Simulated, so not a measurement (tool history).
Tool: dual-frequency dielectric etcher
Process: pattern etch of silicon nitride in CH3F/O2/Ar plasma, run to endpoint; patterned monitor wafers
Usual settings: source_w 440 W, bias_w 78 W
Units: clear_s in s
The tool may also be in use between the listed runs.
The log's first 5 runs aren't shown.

run,hour,source_w,bias_w,"incoming incoming film thickness, nm",clear_s
6,325.3,440,78,32.48,41.3
# hour 488.1: wet clean of the chamber
7,488.6,500,78,32.62,39.6
8,498.9,440,70,31.89,42.0
9,552.0,440,70,32.30,42.2
10,600.3,440,78,32.43,41.4
11,637.7,440,78,32.36,40.9
# hour 830.9: source power generator calibrated
12,846.6,440,78,32.06,41.5
13,898.7,370,89,31.90,42.5
14,938.3,340,78,32.04,45.7
15,970.3,440,78,32.20,41.6
16,1033.5,350,90,32.48,43.9
# hour 1076.8: wet clean of the chamber
17,1153.6,440,93,32.27,40.2
18,1221.6,440,94,32.32,39.4
19,1282.9,400,91,32.03,41.3
20,1323.0,440,78,32.36,41.8
# hour 1372.0: source power generator calibrated, repeated, since the last time left the tool worse
21,1378.8,440,78,32.37,40.4
# hour 1408.9: bias power generator calibrated
22,1409.4,440,78,32.19,41.0
23,1445.3,500,97,32.05,36.3
24,1479.0,440,61,32.17,43.1
25,1516.2,480,66,32.44,41.1
# hour 1562.6: wet clean of the chamber
26,1563.1,350,83,32.43,44.1
27,1611.2,370,78,32.80,44.4

Run 28 comes next. What will it give?
28,1648.8,440,73,32.20,?

clear_s: 41.8 s
Without the tool's hidden state the same run would have given clear_s 41.7 s.
